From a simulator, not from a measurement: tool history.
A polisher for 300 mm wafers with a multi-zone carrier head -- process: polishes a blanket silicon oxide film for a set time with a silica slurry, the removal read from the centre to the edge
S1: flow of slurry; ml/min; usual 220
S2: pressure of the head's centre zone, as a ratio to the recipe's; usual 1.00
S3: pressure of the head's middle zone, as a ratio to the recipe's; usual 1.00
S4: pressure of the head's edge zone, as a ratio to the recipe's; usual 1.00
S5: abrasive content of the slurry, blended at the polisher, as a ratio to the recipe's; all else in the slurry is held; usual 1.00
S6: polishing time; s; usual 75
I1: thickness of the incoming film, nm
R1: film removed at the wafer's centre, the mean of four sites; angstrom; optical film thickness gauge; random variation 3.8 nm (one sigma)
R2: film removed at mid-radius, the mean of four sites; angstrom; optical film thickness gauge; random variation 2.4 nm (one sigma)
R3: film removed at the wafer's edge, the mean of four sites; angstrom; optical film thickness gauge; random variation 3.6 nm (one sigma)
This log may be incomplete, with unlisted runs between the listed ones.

run	hour	S1	S2	S3	S4	S5	S6	I1	R1	R2	R3
1	0.0	220	0.93	1.00	1.00	0.80	75	1431.6	2233	2421	2374
2	31.1	220	0.93	1.00	1.00	0.80	75	1415.5	2194	2390	2438
3	50.2	220	1.00	1.00	1.06	1.00	92	1394.9	3322	3321	3512
4	69.3	220	1.00	1.00	1.06	1.00	92	1425.2	3348	3360	3511
5	86.0	220	1.00	1.00	1.06	1.00	92	1401.2	3447	3347	3496
6	121.8	220	1.00	1.00	1.00	1.00	75	1421.5	2723	2773	2745
7	154.3	220	1.00	1.00	1.00	1.00	75	1424.2	2727	2708	2713
8	187.3	220	1.00	1.00	1.00	1.00	75	1400.8	2771	2749	2718
9	202.7	275	1.00	1.07	1.00	0.70	75	1420.3	2220	2403	2268
10	220.4	165	1.00	1.00	1.00	1.00	75	1413.7	2598	2567	2682
11	239.0	220	1.00	1.00	1.00	1.00	75	1390.9	2660	2752	2727
12	259.0	275	1.06	1.00	1.09	1.00	75	1385.0	3018	2778	2897
13	281.6	220	1.00	1.00	1.00	1.00	75	1424.9	2724	2742	2790
14	317.7	220	1.10	1.00	1.04	0.85	75	1429.2	2784	2507	2543
15	329.0	220	1.00	1.00	1.00	1.00	75	1407.0	2723	2727	2781
16	357.6	220	1.00	1.00	1.00	1.10	75	1409.3	2796	2856	2899
17	379.4	220	1.00	1.07	1.08	1.15	75	1408.3	2962	3116	3033
18	408.9	220	0.95	0.95	0.97	1.00	75	1419.5	2587	2609	2688
19	427.4	275	1.00	1.00	1.00	1.00	59	1411.2	2245	2220	2210
20	458.5	220	1.00	1.00	1.00	0.85	86	1426.3	2835	2854	2902
21	479.5	220	1.00	1.00	1.05	0.85	75	1410.3	2520	2446	2501

Between the runs listed above, the log contained 7 entries, not reproduced here. Where in the sequence does each belong, and how does what the log doesn't record of the tool's condition differ from the listed run before to the listed run after?
In the gap between runs 5 and 6: worn pad replaced by a new one (hour 113.4)
  no hidden state differs between the two runs
In the gap between runs 9 and 10: edge zone pressure recalibrated (hour 207.0)
  no hidden state differs between the two runs
In the gap between runs 10 and 11: centre zone pressure recalibrated (hour 229.5); slurry nozzle cleaned (hour 238.5)
  no hidden state differs between the two runs
In the gap between runs 11 and 12: worn pad replaced by a new one (hour 245.5)
  no hidden state differs between the two runs
In the gap between runs 13 and 14: carrier head's membrane replaced by a new one (hour 317.2)
  no hidden state differs between the two runs
In the gap between runs 17 and 18: worn pad replaced by a new one (hour 392.4)
  no hidden state differs between the two runs
